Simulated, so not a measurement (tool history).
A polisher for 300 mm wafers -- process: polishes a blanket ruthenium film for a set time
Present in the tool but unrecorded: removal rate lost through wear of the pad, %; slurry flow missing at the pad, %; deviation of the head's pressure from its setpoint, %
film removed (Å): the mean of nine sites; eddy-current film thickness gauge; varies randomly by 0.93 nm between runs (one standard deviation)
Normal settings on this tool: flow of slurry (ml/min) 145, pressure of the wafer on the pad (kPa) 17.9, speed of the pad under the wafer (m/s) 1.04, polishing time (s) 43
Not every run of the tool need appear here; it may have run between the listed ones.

run,hour,flow of slurry (ml/min),pressure of the wafer on the pad (kPa),speed of the pad under the wafer (m/s),polishing time (s),wafers since the last listed run,wafers polished on this pad,hours since the slurry nozzle was cleaned,hours since the head pressure was calibrated,"incoming thickness of the incoming film, nm",film removed (Å)
1,0,145,17.9,1.04,43,0,1578,343.1,288.2,596.8,582
2,75.2,145,17.9,0.88,43,920,2499,418.3,363.4,595.1,472
3,145.1,145,17.9,0.88,43,855,3355,488.2,433.3,598.2,455
4,193,145,17.9,1.22,43,586,3942,536.1,481.2,601.7,614
5,241.6,145,17.9,1.22,43,595,4537,584.7,529.8,607.5,600
# hour 250.4: worn pad replaced by a new one
# hour 275.1: head pressure recalibrated
6,283.6,145,17.9,1.22,43,440,381,626.7,8.5,609.5,661
7,327.3,145,17.9,1.04,43,535,917,670.4,52.2,602.8,554
8,385,115,19.3,1.04,43,706,1623,728.1,109.9,600.3,530
9,442.6,115,19.3,1.04,43,705,2329,785.7,167.5,610.1,521
10,508.6,115,19.3,1.04,43,808,3137,851.7,233.5,598.2,519
11,561.4,145,17.9,1.04,43,646,3783,904.5,286.3,598.3,524
# hour 652.3: slurry nozzle cleaned
# hour 685.9: worn pad replaced by a new one
12,829.2,145,17.9,1.04,43,3218,1754,176.9,554.1,594.4,584
# hour 915.3: head pressure recalibrated
13,1021.3,115,19.3,1.04,43,2327,4082,369,106,599.7,520

Estimate the outcome of run 14 from the log above:
14,1096.2,145,24.1,1.04,43,917,4999,443.9,180.9,599.2,?

film removed (Å): 662
The same run, on a tool lacking any hidden state, would have yielded film removed (Å) 856.
